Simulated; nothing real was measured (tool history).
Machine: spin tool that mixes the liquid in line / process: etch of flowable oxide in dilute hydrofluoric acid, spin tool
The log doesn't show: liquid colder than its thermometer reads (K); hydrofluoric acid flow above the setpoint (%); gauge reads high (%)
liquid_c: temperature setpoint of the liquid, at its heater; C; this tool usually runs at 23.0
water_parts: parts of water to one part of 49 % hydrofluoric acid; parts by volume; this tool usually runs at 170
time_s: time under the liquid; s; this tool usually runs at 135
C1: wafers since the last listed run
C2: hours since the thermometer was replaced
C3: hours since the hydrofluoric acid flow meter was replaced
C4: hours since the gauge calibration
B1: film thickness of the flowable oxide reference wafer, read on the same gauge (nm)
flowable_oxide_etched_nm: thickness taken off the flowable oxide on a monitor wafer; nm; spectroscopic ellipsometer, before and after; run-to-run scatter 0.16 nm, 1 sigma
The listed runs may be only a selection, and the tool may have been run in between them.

Run 1, hour 0.0: usual settings; C1 0; C2 2117.2; C3 522.9; C4 247.6; B1 150.00. Result: flowable_oxide_etched_nm 30.86 nm.
Run 2, hour 29.3: usual settings but water_parts 190 parts by volume; C1 345; C2 2146.5; C3 552.2; C4 276.9; B1 149.98. Result: flowable_oxide_etched_nm 27.08 nm.
Run 3, hour 61.2: usual settings but water_parts 190 parts by volume; C1 375; C2 2178.4; C3 584.1; C4 308.8; B1 150.01. Result: flowable_oxide_etched_nm 27.36 nm.
Run 4, hour 84.1: usual settings but water_parts 190 parts by volume; C1 269; C2 2201.3; C3 607.0; C4 331.7; B1 150.02. Result: flowable_oxide_etched_nm 27.17 nm.
Run 5, hour 113.2: usual settings; C1 342; C2 2230.4; C3 636.1; C4 360.8; B1 150.01. Result: flowable_oxide_etched_nm 31.29 nm.
Run 6, hour 140.9: usual settings but time_s 110 s; C1 326; C2 2258.1; C3 663.8; C4 388.5; B1 149.98. Result: flowable_oxide_etched_nm 25.50 nm.
Run 7, hour 190.6: usual settings but time_s 110 s; C1 585; C2 2307.8; C3 713.5; C4 438.2; B1 150.01. Result: flowable_oxide_etched_nm 25.35 nm.
Run 8, hour 209.8: usual settings but water_parts 225 parts by volume; C1 226; C2 2327.0; C3 732.7; C4 457.4; B1 149.98. Result: flowable_oxide_etched_nm 22.30 nm.
Run 9, hour 236.2: usual settings; C1 310; C2 2353.4; C3 759.1; C4 483.8; B1 150.00. Result: flowable_oxide_etched_nm 30.99 nm.
Run 10, hour 255.6: usual settings; C1 228; C2 2372.8; C3 778.5; C4 503.2; B1 150.00. Result: flowable_oxide_etched_nm 30.94 nm.
At hour 263.1: hydrofluoric acid flow meter replaced.
Run 11, hour 269.0: usual settings; C1 146; C2 2386.2; C3 5.9; C4 516.6; B1 150.01. Result: flowable_oxide_etched_nm 29.66 nm.
Run 12, hour 351.7: usual settings; C1 973; C2 2468.9; C3 88.6; C4 599.3; B1 150.00. Result: flowable_oxide_etched_nm 29.64 nm.
Run 13, hour 374.5: usual settings but water_parts 125 parts by volume; C1 268; C2 2491.7; C3 111.4; C4 622.1; B1 150.01. Result: flowable_oxide_etched_nm 42.29 nm.
Run 14, hour 399.3: usual settings but water_parts 125 parts by volume; C1 292; C2 2516.5; C3 136.2; C4 646.9; B1 150.00. Result: flowable_oxide_etched_nm 42.40 nm.
Run 15, hour 425.0: usual settings but water_parts 125 parts by volume; C1 302; C2 2542.2; C3 161.9; C4 672.6; B1 150.01. Result: flowable_oxide_etched_nm 42.47 nm.
Run 16, hour 455.6: usual settings; C1 360; C2 2572.8; C3 192.5; C4 703.2; B1 150.00. Result: flowable_oxide_etched_nm 29.79 nm.
At hour 472.2: thermometer replaced.
Run 17, hour 473.0: usual settings; C1 193; C2 0.8; C3 209.9; C4 720.6; B1 150.00. Result: flowable_oxide_etched_nm 32.47 nm.
Run 18, hour 497.5: usual settings but liquid_c 21.5 C, water_parts 205 parts by volume, time_s 170 s; C1 288; C2 25.3; C3 234.4; C4 745.1; B1 150.01. Result: flowable_oxide_etched_nm 31.01 nm.
Run 19, hour 512.4: usual settings but liquid_c 19.0 C, water_parts 95 parts by volume, time_s 75 s; C1 175; C2 40.2; C3 249.3; C4 760.0; B1 150.00. Result: flowable_oxide_etched_nm 29.85 nm.
Run 20, hour 525.0: usual settings but water_parts 105 parts by volume, time_s 85 s; C1 148; C2 52.8; C3 261.9; C4 772.6; B1 149.99. Result: flowable_oxide_etched_nm 35.86 nm.
Run 21, hour 539.3: usual settings but water_parts 100 parts by volume, time_s 195 s; C1 168; C2 67.1; C3 276.2; C4 786.9; B1 149.99. Result: flowable_oxide_etched_nm 87.10 nm.
At hour 543.3: gauge calibrated.
Run 22, hour 555.6: usual settings but liquid_c 24.5 C, water_parts 250 parts by volume, time_s 165 s; C1 191; C2 83.4; C3 292.5; C4 12.3; B1 149.99. Result: flowable_oxide_etched_nm 26.27 nm.
Run 23, hour 574.5: usual settings but time_s 110 s; C1 222; C2 102.3; C3 311.4; C4 31.2; B1 149.99. Result: flowable_oxide_etched_nm 26.66 nm.
Run 24, hour 595.0: usual settings but liquid_c 18.0 C, water_parts 145 parts by volume, time_s 100 s; C1 241; C2 122.8; C3 331.9; C4 51.7; B1 150.00. Result: flowable_oxide_etched_nm 23.91 nm.
Run 25, hour 607.9: usual settings but liquid_c 21.0 C, water_parts 220 parts by volume; C1 151; C2 135.7; C3 344.8; C4 64.6; B1 149.98. Result: flowable_oxide_etched_nm 22.04 nm.
Run 26, hour 636.4: usual settings but liquid_c 20.0 C, water_parts 105 parts by volume, time_s 190 s; C1 335; C2 164.2; C3 373.3; C4 93.1; B1 150.00. Result: flowable_oxide_etched_nm 71.05 nm.
Run 27, hour 661.6: usual settings but liquid_c 21.5 C, water_parts 90 parts by volume, time_s 165 s; C1 296; C2 189.4; C3 398.5; C4 118.3; B1 150.01. Result: flowable_oxide_etched_nm 77.36 nm.
Run 28, hour 690.8: usual settings; C1 343; C2 218.6; C3 427.7; C4 147.5; B1 150.00. Result: flowable_oxide_etched_nm 32.69 nm.
Run 29, hour 720.7: usual settings but liquid_c 21.0 C; C1 352; C2 248.5; C3 457.6; C4 177.4; B1 149.99. Result: flowable_oxide_etched_nm 30.18 nm.
Run 30, hour 747.6: usual settings but time_s 60 s; C1 316; C2 275.4; C3 484.5; C4 204.3; B1 150.00. Result: flowable_oxide_etched_nm 14.61 nm.
Run 31, hour 812.1: usual settings but liquid_c 20.5 C, water_parts 250 parts by volume, time_s 160 s; C1 759; C2 339.9; C3 549.0; C4 268.8; B1 149.99. Result: flowable_oxide_etched_nm 22.25 nm.
Run 32, hour 827.2: usual settings but water_parts 190 parts by volume; C1 177; C2 355.0; C3 564.1; C4 283.9; B1 150.01. Result: flowable_oxide_etched_nm 28.84 nm.
Run 33, hour 852.8: usual settings but liquid_c 25.0 C; C1 301; C2 380.6; C3 589.7; C4 309.5; B1 149.99. Result: flowable_oxide_etched_nm 35.65 nm.
Run 34, hour 869.1: usual settings but liquid_c 24.5 C, time_s 85 s; C1 191; C2 396.9; C3 606.0; C4 325.8; B1 150.00. Result: flowable_oxide_etched_nm 22.05 nm.

The tool's hidden state at each run:
gauge reads high (%): 0 in every run
H1: liquid colder than its thermometer reads (K)
H2: hydrofluoric acid flow above the setpoint (%)
run     H1     H2
  1   2.09   3.53
  2   2.12   3.71
  3   2.15   3.91
  4   2.17   4.05
  5    2.2   4.23
  6   2.23    4.4
  7   2.28   4.71
  8    2.3   4.83
  9   2.32   4.99
 10   2.34   5.11
 11   2.36  0.659
 12   2.44   1.17
 13   2.46   1.31
 14   2.48   1.47
 15   2.51   1.63
 16   2.54   1.82
 17  0.243   1.93
 18  0.267   2.08
 19  0.282   2.17
 20  0.294   2.25
 21  0.308   2.34
 22  0.324   2.44
 23  0.343   2.56
 24  0.363   2.68
 25  0.376   2.76
 26  0.403   2.94
 27  0.428    3.1
 28  0.457   3.28
 29  0.486   3.47
 30  0.512   3.63
 31  0.576   4.03
 32   0.59   4.13
 33  0.615   4.29
 34  0.631   4.39
